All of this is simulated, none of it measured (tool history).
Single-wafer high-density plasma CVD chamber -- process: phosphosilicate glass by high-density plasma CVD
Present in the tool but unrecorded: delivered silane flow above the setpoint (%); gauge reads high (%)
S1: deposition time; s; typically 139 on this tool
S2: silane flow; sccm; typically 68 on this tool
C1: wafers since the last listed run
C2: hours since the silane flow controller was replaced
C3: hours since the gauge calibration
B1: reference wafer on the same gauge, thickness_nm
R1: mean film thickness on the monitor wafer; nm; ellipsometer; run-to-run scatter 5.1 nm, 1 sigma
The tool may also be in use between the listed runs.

run     day   S1  S2   C1      C2      C3       B1        R1
  1       0  157  68    0    1616   365.9  773.157  1019.224
  2   2.517  157  68  594  1676.4   426.3  774.926  1029.831
  3   5.588  157  68  725  1750.1     500  772.303  1029.517
  4   7.392  139  68  426  1793.4   543.3  774.993   910.159
  5  10.088  139  68  636  1858.1     608   772.19   903.832
  6   13.95  139  68  912  1950.8   700.7  772.439   910.148
  7  16.812  139  68  676  2019.5   769.4  772.459   909.203
  8  19.458  139  68  625    2083   832.9  772.756   899.704
     21.433  -- silane flow controller replaced
  9  23.854  139  68  959    58.1   938.4   775.31   907.283
 10  27.562  139  68  876   147.1  1027.4  772.329   907.821
 11  31.283  151  81  878   236.4  1116.7  774.348  1177.987
 12  33.258  139  58  466   283.8  1164.1   773.32   770.972
     34.367  -- gauge calibrated
 13  35.525  166  58  535   338.2    27.8  774.571   922.135
 14  37.217  139  68  399   378.8    68.4  774.476   905.674
 15  39.392  155  79  513     431   120.6  774.062  1187.826
 16  43.358  148  77  937   526.2   215.8  774.804  1102.937
 17  45.825  139  68  582   585.4     275  773.884   912.337
 18  48.762  148  61  693   655.9   345.5  774.606   865.011
 19  51.117  148  61  556   712.4     402  773.502    869.53
 20  53.362  120  57  530   766.3   455.9  775.688   657.108
 21  56.167  164  80  662   833.6   523.2  775.129  1256.245

Each row is a separate what-if for the run after 21, all from the same tool condition, not one after another. Results?
  A  56.183  139  74   3  834  523.6   ?   ?
  B  56.183  150  80   3  834  523.6   ?   ?
  C  56.183  114  76   3  834  523.6   ?   ?
  D  56.183  112  68   3  834  523.6   ?   ?
  E  56.183  139  55   3  834  523.6   ?   ?

run       B1        R1
  A  771.724   983.853
  B  771.724  1147.796
  C  771.724   828.709
  D  771.724   728.468
  E  771.724   731.242
With the hidden condition removed and each run's random variation left untouched, the same runs would have given:
run        R1
  A   983.853
  B  1147.796
  C   828.709
  D   728.468
  E   731.242

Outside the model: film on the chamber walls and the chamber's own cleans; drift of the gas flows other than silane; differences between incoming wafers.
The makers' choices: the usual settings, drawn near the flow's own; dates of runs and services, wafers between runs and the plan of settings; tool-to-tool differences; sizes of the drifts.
